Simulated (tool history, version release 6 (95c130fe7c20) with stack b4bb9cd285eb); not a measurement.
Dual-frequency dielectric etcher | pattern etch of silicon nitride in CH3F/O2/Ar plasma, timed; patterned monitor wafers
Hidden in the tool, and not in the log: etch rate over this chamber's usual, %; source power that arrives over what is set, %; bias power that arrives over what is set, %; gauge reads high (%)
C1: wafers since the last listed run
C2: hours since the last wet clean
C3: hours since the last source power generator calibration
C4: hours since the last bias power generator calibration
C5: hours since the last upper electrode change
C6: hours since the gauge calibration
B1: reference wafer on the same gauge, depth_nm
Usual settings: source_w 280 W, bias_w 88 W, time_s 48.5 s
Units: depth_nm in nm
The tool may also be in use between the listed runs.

Run 1, day 0.000: usual settings; C1 0; C2 65.8; C3 4171.4; C4 3634.3; C5 2434.2; C6 77.8; B1 27.51. Result: depth_nm 30.18 nm.
Run 2, day 1.088: usual settings; C1 335; C2 91.9; C3 4197.5; C4 3660.4; C5 2460.3; C6 103.9; B1 27.51. Result: depth_nm 30.38 nm.
Run 3, day 2.800: usual settings; C1 528; C2 133.0; C3 4238.6; C4 3701.5; C5 2501.4; C6 145.0; B1 27.46. Result: depth_nm 30.38 nm.
Run 4, day 4.804: usual settings; C1 618; C2 181.1; C3 4286.7; C4 3749.6; C5 2549.5; C6 193.1; B1 27.54. Result: depth_nm 30.24 nm.
Run 5, day 6.292: usual settings but bias_w 77 W, time_s 42.0 s; C1 458; C2 216.8; C3 4322.4; C4 3785.3; C5 2585.2; C6 228.8; B1 27.51. Result: depth_nm 24.62 nm.
Run 6, day 9.025: usual settings but bias_w 77 W, time_s 42.0 s; C1 843; C2 282.4; C3 4388.0; C4 3850.9; C5 2650.8; C6 294.4; B1 27.50. Result: depth_nm 24.56 nm.
Run 7, day 10.992: usual settings but bias_w 77 W, time_s 42.0 s; C1 606; C2 329.6; C3 4435.2; C4 3898.1; C5 2698.0; C6 341.6; B1 27.52. Result: depth_nm 24.48 nm.
Run 8, day 12.475: usual settings but source_w 250 W, time_s 37.5 s; C1 457; C2 365.2; C3 4470.8; C4 3933.7; C5 2733.6; C6 377.2; B1 27.53. Result: depth_nm 21.88 nm.
Run 9, day 14.375: usual settings but source_w 250 W, time_s 37.5 s; C1 586; C2 410.8; C3 4516.4; C4 3979.3; C5 2779.2; C6 422.8; B1 27.49. Result: depth_nm 21.63 nm.
Run 10, day 17.129: usual settings but source_w 250 W, time_s 37.5 s; C1 849; C2 476.9; C3 4582.5; C4 4045.4; C5 2845.3; C6 488.9; B1 27.51. Result: depth_nm 21.58 nm.
At day 21.938: wet clean of the chamber.
Run 11, day 24.175: usual settings; C1 1864; C2 53.7; C3 4751.6; C4 4214.5; C5 3014.4; C6 658.0; B1 27.50. Result: depth_nm 30.27 nm.
Run 12, day 25.862: usual settings; C1 520; C2 94.2; C3 4792.1; C4 4255.0; C5 3054.9; C6 698.5; B1 27.46. Result: depth_nm 30.23 nm.
Run 13, day 27.633: usual settings; C1 546; C2 136.7; C3 4834.6; C4 4297.5; C5 3097.4; C6 741.0; B1 27.54. Result: depth_nm 30.14 nm.
At day 29.467: gauge calibrated.
Run 14, day 30.317: usual settings but time_s 60.0 s; C1 827; C2 201.1; C3 4899.0; C4 4361.9; C5 3161.8; C6 20.4; B1 27.48. Result: depth_nm 37.03 nm.
Run 15, day 32.750: usual settings but source_w 320 W; C1 750; C2 259.5; C3 4957.4; C4 4420.3; C5 3220.2; C6 78.8; B1 27.51. Result: depth_nm 31.87 nm.
Run 16, day 34.504: usual settings but source_w 240 W, bias_w 109 W, time_s 53.0 s; C1 541; C2 301.6; C3 4999.5; C4 4462.4; C5 3262.3; C6 120.9; B1 27.48. Result: depth_nm 32.80 nm.
At day 34.967: source power generator calibrated.
At day 36.079: upper electrode replaced.
Run 17, day 36.100: usual settings but source_w 240 W, time_s 38.0 s; C1 132; C2 339.9; C3 27.2; C4 4500.7; C5 0.5; C6 159.2; B1 27.48. Result: depth_nm 21.72 nm.
Run 18, day 37.133: usual settings but source_w 220 W, bias_w 75 W; C1 318; C2 364.7; C3 52.0; C4 4525.5; C5 25.3; C6 184.0; B1 27.46. Result: depth_nm 24.84 nm.
Run 19, day 38.433: usual settings but bias_w 97 W; C1 400; C2 395.9; C3 83.2; C4 4556.7; C5 56.5; C6 215.2; B1 27.53. Result: depth_nm 30.67 nm.
At day 40.246: bias power generator calibrated.
At day 41.367: wet clean of the chamber.
Run 20, day 41.388: usual settings but source_w 350 W, time_s 42.5 s; C1 551; C2 0.5; C3 154.1; C4 27.4; C5 127.4; C6 286.1; B1 27.50. Result: depth_nm 29.37 nm.
Run 21, day 43.333: usual settings; C1 600; C2 47.2; C3 200.8; C4 74.1; C5 174.1; C6 332.8; B1 27.50. Result: depth_nm 30.02 nm.
Run 22, day 46.233: usual settings but source_w 220 W; C1 894; C2 116.8; C3 270.4; C4 143.7; C5 243.7; C6 402.4; B1 27.49. Result: depth_nm 26.92 nm.
Run 23, day 48.579: usual settings but source_w 250 W, time_s 37.5 s; C1 723; C2 173.1; C3 326.7; C4 200.0; C5 300.0; C6 458.7; B1 27.54. Result: depth_nm 21.92 nm.
Run 24, day 50.225: usual settings but source_w 240 W, bias_w 109 W, time_s 41.5 s; C1 507; C2 212.6; C3 366.2; C4 239.5; C5 339.5; C6 498.2; B1 27.47. Result: depth_nm 25.60 nm.
Run 25, day 52.300: usual settings but source_w 210 W, bias_w 71 W, time_s 57.0 s; C1 639; C2 262.4; C3 416.0; C4 289.3; C5 389.3; C6 548.0; B1 27.50. Result: depth_nm 28.14 nm.
Run 26, day 53.708: usual settings but source_w 250 W, time_s 37.5 s; C1 434; C2 296.2; C3 449.8; C4 323.1; C5 423.1; C6 581.8; B1 27.54. Result: depth_nm 22.00 nm.
Run 27, day 55.571: usual settings; C1 574; C2 340.9; C3 494.5; C4 367.8; C5 467.8; C6 626.5; B1 27.52. Result: depth_nm 29.32 nm.

4 ways to go on from here, each from the tool as it stands after run 27. What would each give?
Run A, day 55.588: usual settings but source_w 350 W; C1 5; C2 341.3; C3 494.9; C4 368.2; C5 468.2; C6 626.9; B1 ?. Result: depth_nm ?.
Run B, day 55.588: usual settings but source_w 260 W, bias_w 73 W, time_s 54.0 s; C1 5; C2 341.3; C3 494.9; C4 368.2; C5 468.2; C6 626.9; B1 ?. Result: depth_nm ?.
Run C, day 55.588: usual settings but time_s 34.0 s; C1 5; C2 341.3; C3 494.9; C4 368.2; C5 468.2; C6 626.9; B1 ?. Result: depth_nm ?.
Run D, day 55.588: usual settings but bias_w 75 W, time_s 34.0 s; C1 5; C2 341.3; C3 494.9; C4 368.2; C5 468.2; C6 626.9; B1 ?. Result: depth_nm ?.

run     B1  depth_nm
  A  27.57     32.71
  B  27.57     29.63
  C  27.57     20.73
  D  27.57     19.51
Without the tool's hidden state the same runs would have given:
run  depth_nm
  A     33.37
  B     30.23
  C     21.15
  D     19.91

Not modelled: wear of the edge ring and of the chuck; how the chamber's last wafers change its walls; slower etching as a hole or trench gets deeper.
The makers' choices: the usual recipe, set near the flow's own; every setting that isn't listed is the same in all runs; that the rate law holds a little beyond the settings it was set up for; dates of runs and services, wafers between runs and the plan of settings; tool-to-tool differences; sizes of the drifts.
